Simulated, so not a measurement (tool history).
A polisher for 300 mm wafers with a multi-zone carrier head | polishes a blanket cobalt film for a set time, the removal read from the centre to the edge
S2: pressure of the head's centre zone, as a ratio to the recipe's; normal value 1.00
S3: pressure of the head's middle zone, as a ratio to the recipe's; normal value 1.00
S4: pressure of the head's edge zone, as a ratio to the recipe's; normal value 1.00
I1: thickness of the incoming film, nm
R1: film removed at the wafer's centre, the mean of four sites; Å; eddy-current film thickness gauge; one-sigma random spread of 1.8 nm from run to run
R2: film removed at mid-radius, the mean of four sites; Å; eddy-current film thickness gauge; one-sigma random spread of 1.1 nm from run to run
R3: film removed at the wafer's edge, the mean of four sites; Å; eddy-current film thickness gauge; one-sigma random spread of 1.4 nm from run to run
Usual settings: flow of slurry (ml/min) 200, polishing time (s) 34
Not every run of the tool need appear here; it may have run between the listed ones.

{"run": 1, "hour": 0.0, "flow of slurry (ml/min)": 230, "S2": 1.0, "S3": 0.96, "S4": 1.1, "polishing time (s)": 37, "I1": 878.0, "R1": 1428, "R2": 1317, "R3": 1514}
{"run": 2, "hour": 6.7, "flow of slurry (ml/min)": 200, "S2": 1.0, "S3": 1.0, "S4": 1.0, "polishing time (s)": 34, "I1": 876.6, "R1": 1292, "R2": 1244, "R3": 1289}
{"run": 3, "hour": 20.2, "flow of slurry (ml/min)": 200, "S2": 0.89, "S3": 1.0, "S4": 1.0, "polishing time (s)": 34, "I1": 891.1, "R1": 1135, "R2": 1237, "R3": 1307}
{"run": 4, "hour": 35.9, "flow of slurry (ml/min)": 200, "S2": 1.0, "S3": 1.09, "S4": 1.06, "polishing time (s)": 34, "I1": 891.7, "R1": 1250, "R2": 1315, "R3": 1320}
{"hour": 47.9, "done": "edge zone pressure recalibrated"}
{"run": 5, "hour": 52.9, "flow of slurry (ml/min)": 200, "S2": 0.9, "S3": 1.0, "S4": 1.0, "polishing time (s)": 41, "I1": 891.0, "R1": 1375, "R2": 1496, "R3": 1564}
{"hour": 62.1, "done": "worn pad replaced by a new one"}
{"run": 6, "hour": 69.3, "flow of slurry (ml/min)": 145, "S2": 1.06, "S3": 1.0, "S4": 1.0, "polishing time (s)": 34, "I1": 888.3, "R1": 1279, "R2": 1162, "R3": 1242}
{"run": 7, "hour": 77.8, "flow of slurry (ml/min)": 200, "S2": 1.0, "S3": 1.0, "S4": 1.03, "polishing time (s)": 34, "I1": 906.4, "R1": 1253, "R2": 1228, "R3": 1335}
{"run": 8, "hour": 90.9, "flow of slurry (ml/min)": 140, "S2": 1.09, "S3": 1.11, "S4": 1.0, "polishing time (s)": 38, "I1": 897.9, "R1": 1453, "R2": 1386, "R3": 1355}
{"run": 9, "hour": 101.0, "flow of slurry (ml/min)": 200, "S2": 1.12, "S3": 1.0, "S4": 1.0, "polishing time (s)": 34, "I1": 883.1, "R1": 1424, "R2": 1236, "R3": 1300}
{"run": 10, "hour": 113.3, "flow of slurry (ml/min)": 200, "S2": 1.0, "S3": 1.0, "S4": 1.0, "polishing time (s)": 34, "I1": 900.1, "R1": 1288, "R2": 1222, "R3": 1297}
{"hour": 124.6, "done": "slurry nozzle cleaned"}
{"run": 11, "hour": 125.1, "flow of slurry (ml/min)": 245, "S2": 1.0, "S3": 1.0, "S4": 1.0, "polishing time (s)": 34, "I1": 880.1, "R1": 1315, "R2": 1278, "R3": 1319}
{"run": 12, "hour": 146.0, "flow of slurry (ml/min)": 140, "S2": 1.08, "S3": 1.09, "S4": 1.0, "polishing time (s)": 30, "I1": 875.0, "R1": 1107, "R2": 1080, "R3": 1072}
{"run": 13, "hour": 159.2, "flow of slurry (ml/min)": 200, "S2": 0.94, "S3": 1.1, "S4": 1.0, "polishing time (s)": 34, "I1": 890.6, "R1": 1196, "R2": 1323, "R3": 1286}
{"run": 14, "hour": 169.2, "flow of slurry (ml/min)": 200, "S2": 0.94, "S3": 1.0, "S4": 1.11, "polishing time (s)": 34, "I1": 878.5, "R1": 1225, "R2": 1238, "R3": 1362}
{"run": 15, "hour": 179.3, "flow of slurry (ml/min)": 200, "S2": 1.0, "S3": 0.95, "S4": 0.92, "polishing time (s)": 37, "I1": 899.1, "R1": 1343, "R2": 1315, "R3": 1356}
{"run": 16, "hour": 187.8, "flow of slurry (ml/min)": 255, "S2": 1.0, "S3": 1.0, "S4": 1.06, "polishing time (s)": 42, "I1": 889.2, "R1": 1650, "R2": 1598, "R3": 1671}
{"run": 17, "hour": 194.2, "flow of slurry (ml/min)": 200, "S2": 0.97, "S3": 0.95, "S4": 0.89, "polishing time (s)": 42, "I1": 895.7, "R1": 1519, "R2": 1475, "R3": 1505}
{"run": 18, "hour": 211.5, "flow of slurry (ml/min)": 200, "S2": 1.0, "S3": 1.0, "S4": 1.0, "polishing time (s)": 34, "I1": 897.4, "R1": 1248, "R2": 1266, "R3": 1325}
{"run": 19, "hour": 222.7, "flow of slurry (ml/min)": 220, "S2": 0.96, "S3": 1.0, "S4": 1.0, "polishing time (s)": 34, "I1": 893.7, "R1": 1209, "R2": 1257, "R3": 1317}

Expected results for the next run?
{"run": 20, "hour": 231.3, "flow of slurry (ml/min)": 200, "S2": 1.0, "S3": 1.0, "S4": 1.0, "polishing time (s)": 34, "I1": 875.2, "R1": "?", "R2": "?", "R3": "?"}

R1: 1263 Å
R2: 1241 Å
R3: 1288 Å
Were there no unlogged condition in the tool, this run, its random variation unchanged, would have produced R1 1263 Å, R2 1241 Å, R3 1288 Å.

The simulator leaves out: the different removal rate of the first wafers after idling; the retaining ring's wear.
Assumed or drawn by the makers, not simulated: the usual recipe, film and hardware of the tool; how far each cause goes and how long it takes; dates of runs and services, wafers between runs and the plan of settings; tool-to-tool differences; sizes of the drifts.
